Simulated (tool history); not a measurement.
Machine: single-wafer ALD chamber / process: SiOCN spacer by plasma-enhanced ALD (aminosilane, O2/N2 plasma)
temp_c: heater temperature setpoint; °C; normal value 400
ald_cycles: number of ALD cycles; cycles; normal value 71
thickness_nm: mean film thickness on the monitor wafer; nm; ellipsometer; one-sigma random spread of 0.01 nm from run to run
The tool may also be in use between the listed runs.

run     day  temp_c  ald_cycles  read-back reference wafer on the same gauge, thickness_nm  thickness_nm
  1   0.000     400          71                                                      3.667         4.056
  2   0.733     400          71                                                      3.668         4.065
  3   1.367     400          71                                                      3.666         4.070
  4   1.912     400          71                                                      3.666         4.063
  5   2.538     400          71                                                      3.664         4.058
  6   3.233     400          71                                                      3.664         4.081
  7   3.779     400          71                                                      3.662         4.065
  8   4.167     400          75                                                      3.663         4.298
  9   4.825     400          75                                                      3.662         4.288
 10   5.317     400          71                                                      3.660         4.072
 11   5.788     400          71                                                      3.659         4.069
 12   7.788     400          71                                                      3.656         4.075
 13   8.067     400          71                                                      3.656         4.057
 14   8.421     400          61                                                      3.655         3.486
 15   9.133     400          61                                                      3.656         3.489
 16   9.554     400          61                                                      3.656         3.491
 17   9.996     400          71                                                      3.653         4.051
 18  10.600     400          71                                                      3.653         4.052
 19  10.933     400          71                                                      3.652         4.042
 20  11.346     400          71                                                      3.651         4.037
 21  11.946     400          71                                                      3.649         4.035
 22  12.292     400          71                                                      3.648         4.056
 23  12.708     400          71                                                      3.649         4.062
 24  13.438     404          60                                                      3.648         3.380
 25  13.871     395          82                                                      3.646         4.679
 26  14.404     400          71                                                      3.646         4.061
 27  14.825     394          59                                                      3.644         3.355
     15.238  -- thermocouple changed; heater temperature recalibrated
 28  15.258     395          75                                                      3.644         4.286
 29  15.925     406          77                                                      3.645         4.332
 30  16.500     400          71                                                      3.643         4.046
 31  17.162     414          59                                                      3.642         3.214
 32  17.825     400          61                                                      3.641         3.488
     18.404  -- gauge calibrated
 33  18.500     385          61                                                      3.693         3.520
 34  19.158     400          81                                                      3.691         4.683
 35  19.638     400          71                                                      3.692         4.097
 36  19.967     400          71                                                      3.693         4.103
 37  20.467     404          61                                                      3.689         3.492
 38  21.267     400          71                                                      3.688         4.072
 39  22.075     405          71                                                      3.689         4.043

For run 40, what comes out?
 40  22.558     413          66                                                          ?             ?

{"run 40": {"read-back reference wafer on the same gauge, thickness_nm": 3.687, "thickness_nm": 3.664}}
Take away the tool's hidden state, keep the run-to-run variation as it was, and the same run would have given thickness_nm 3.667 nm.
